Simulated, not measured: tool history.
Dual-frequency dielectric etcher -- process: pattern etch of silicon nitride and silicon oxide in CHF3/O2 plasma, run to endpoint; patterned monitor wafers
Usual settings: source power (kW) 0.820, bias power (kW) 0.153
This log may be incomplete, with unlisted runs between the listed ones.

| run | day | source power (kW) | bias power (kW) | wafers since the last listed run | hours since the last wet clean | hours since the last source power generator calibration | hours since the last bias power generator calibration | hours since the last upper electrode change | incoming incoming film thickness, nm | endpoint time (s) |
|---|---|---|---|---|---|---|---|---|---|---|
| 1 | 0.000 | 0.820 | 0.153 | 0 | 396.6 | 1394.8 | 2561.9 | 3825.4 | 196.0 | 116.8 |
|  | 6.254 | wet clean of the chamber |
| 2 | 12.400 | 0.820 | 0.153 | 1197 | 147.5 | 1692.4 | 2859.5 | 4123.0 | 197.6 | 117.9 |
| 3 | 14.917 | 0.820 | 0.153 | 264 | 207.9 | 1752.8 | 2919.9 | 4183.4 | 197.2 | 116.6 |
| 4 | 17.100 | 0.960 | 0.126 | 229 | 260.3 | 1805.2 | 2972.3 | 4235.8 | 196.4 | 112.0 |
| 5 | 18.712 | 0.960 | 0.126 | 169 | 299.0 | 1843.9 | 3011.0 | 4274.5 | 197.0 | 112.2 |
| 6 | 22.712 | 0.960 | 0.126 | 420 | 395.0 | 1939.9 | 3107.0 | 4370.5 | 197.2 | 113.0 |
| 7 | 24.483 | 0.820 | 0.153 | 186 | 437.5 | 1982.4 | 3149.5 | 4413.0 | 198.3 | 116.4 |
| 8 | 26.496 | 0.820 | 0.153 | 211 | 485.8 | 2030.7 | 3197.8 | 4461.3 | 196.7 | 115.8 |
| 9 | 28.367 | 0.820 | 0.153 | 196 | 530.7 | 2075.6 | 3242.7 | 4506.2 | 195.5 | 114.6 |
| 10 | 31.004 | 0.820 | 0.137 | 277 | 594.0 | 2138.9 | 3306.0 | 4569.5 | 200.2 | 119.6 |
| 11 | 33.838 | 0.820 | 0.137 | 297 | 662.0 | 2206.9 | 3374.0 | 4637.5 | 199.2 | 116.8 |
|  | 35.079 | wet clean of the chamber |
| 12 | 37.475 | 0.820 | 0.153 | 277 | 57.5 | 2294.2 | 3461.3 | 4724.8 | 198.4 | 120.6 |
| 13 | 41.583 | 0.820 | 0.153 | 431 | 156.1 | 2392.8 | 3559.9 | 4823.4 | 195.1 | 117.1 |
|  | 44.804 | bias power generator calibrated |
| 14 | 45.592 | 0.820 | 0.153 | 403 | 252.3 | 2489.0 | 18.9 | 4919.6 | 196.1 | 118.0 |
| 15 | 49.125 | 0.660 | 0.170 | 371 | 337.1 | 2573.8 | 103.7 | 5004.4 | 198.6 | 127.9 |
| 16 | 52.525 | 0.820 | 0.153 | 357 | 418.7 | 2655.4 | 185.3 | 5086.0 | 196.5 | 116.2 |
| 17 | 55.446 | 0.820 | 0.131 | 306 | 488.8 | 2725.5 | 255.4 | 5156.1 | 198.3 | 122.0 |
|  | 57.975 | upper electrode replaced, of another model than before |
|  | 58.908 | wet clean of the chamber |
| 18 | 58.929 | 0.940 | 0.153 | 162 | 0.5 | 2809.1 | 339.0 | 22.9 | 197.6 | 115.2 |
| 19 | 60.212 | 0.820 | 0.125 | 134 | 31.3 | 2839.9 | 369.8 | 53.7 | 196.2 | 125.7 |
| 20 | 62.371 | 0.770 | 0.142 | 226 | 83.1 | 2891.7 | 421.6 | 105.5 | 195.4 | 121.2 |
|  | 66.392 | source power generator calibrated |
| 21 | 66.646 | 0.820 | 0.153 | 431 | 185.7 | 6.1 | 524.2 | 208.1 | 198.7 | 120.0 |
| 22 | 69.921 | 0.820 | 0.153 | 344 | 264.3 | 84.7 | 602.8 | 286.7 | 196.3 | 115.0 |
| 23 | 72.058 | 0.740 | 0.118 | 224 | 315.6 | 136.0 | 654.1 | 338.0 | 196.8 | 131.2 |
| 24 | 75.996 | 0.760 | 0.153 | 413 | 410.1 | 230.5 | 748.6 | 432.5 | 198.4 | 119.0 |
| 25 | 77.521 | 0.940 | 0.182 | 160 | 446.7 | 267.1 | 785.2 | 469.1 | 197.9 | 105.6 |
|  | 81.679 | wet clean of the chamber |
| 26 | 90.833 | 0.620 | 0.121 | 1293 | 219.7 | 586.6 | 1104.7 | 788.6 | 196.7 | 135.1 |
| 27 | 94.988 | 0.820 | 0.153 | 436 | 319.4 | 686.3 | 1204.4 | 888.3 | 196.6 | 116.6 |
| 28 | 98.425 | 0.680 | 0.135 | 361 | 401.9 | 768.8 | 1286.9 | 970.8 | 197.6 | 126.3 |
| 29 | 102.392 | 0.820 | 0.153 | 416 | 497.1 | 864.0 | 1382.1 | 1066.0 | 196.3 | 115.1 |
| 30 | 104.912 | 0.820 | 0.153 | 264 | 557.6 | 924.5 | 1442.6 | 1126.5 | 197.6 | 115.7 |
|  | 107.217 | wet clean of the chamber |
| 31 | 107.238 | 0.630 | 0.153 | 139 | 0.5 | 980.3 | 1498.4 | 1182.3 | 199.3 | 127.6 |
| 32 | 111.225 | 0.740 | 0.141 | 418 | 96.2 | 1076.0 | 1594.1 | 1278.0 | 197.0 | 124.7 |
| 33 | 113.117 | 0.940 | 0.127 | 198 | 141.6 | 1121.4 | 1639.5 | 1323.4 | 196.9 | 118.9 |
| 34 | 116.733 | 0.960 | 0.153 | 379 | 228.4 | 1208.2 | 1726.3 | 1410.2 | 196.5 | 112.0 |
| 35 | 118.604 | 0.820 | 0.178 | 196 | 273.3 | 1253.1 | 1771.2 | 1455.1 | 198.3 | 112.6 |

Results for each run, recomputed without the tool's hidden state and with each run's random variation untouched:
What the log doesn't record here: etch rate over this chamber's usual, %; source power that arrives over what is set, %; bias power that arrives over what is set, %.
| run | endpoint time (s) |
|---|---|
| 1 | 119.3 |
| 2 | 119.1 |
| 3 | 118.2 |
| 4 | 113.9 |
| 5 | 114.3 |
| 6 | 115.7 |
| 7 | 119.5 |
| 8 | 119.2 |
| 9 | 118.2 |
| 10 | 123.9 |
| 11 | 121.4 |
| 12 | 120.6 |
| 13 | 117.8 |
| 14 | 119.4 |
| 15 | 130.0 |
| 16 | 118.6 |
| 17 | 125.1 |
| 18 | 115.4 |
| 19 | 126.2 |
| 20 | 122.0 |
| 21 | 121.5 |
| 22 | 116.9 |
| 23 | 133.8 |
| 24 | 121.9 |
| 25 | 108.5 |
| 26 | 137.1 |
| 27 | 119.0 |
| 28 | 129.6 |
| 29 | 118.7 |
| 30 | 119.7 |
| 31 | 127.9 |
| 32 | 125.7 |
| 33 | 120.2 |
| 34 | 113.7 |
| 35 | 114.6 |

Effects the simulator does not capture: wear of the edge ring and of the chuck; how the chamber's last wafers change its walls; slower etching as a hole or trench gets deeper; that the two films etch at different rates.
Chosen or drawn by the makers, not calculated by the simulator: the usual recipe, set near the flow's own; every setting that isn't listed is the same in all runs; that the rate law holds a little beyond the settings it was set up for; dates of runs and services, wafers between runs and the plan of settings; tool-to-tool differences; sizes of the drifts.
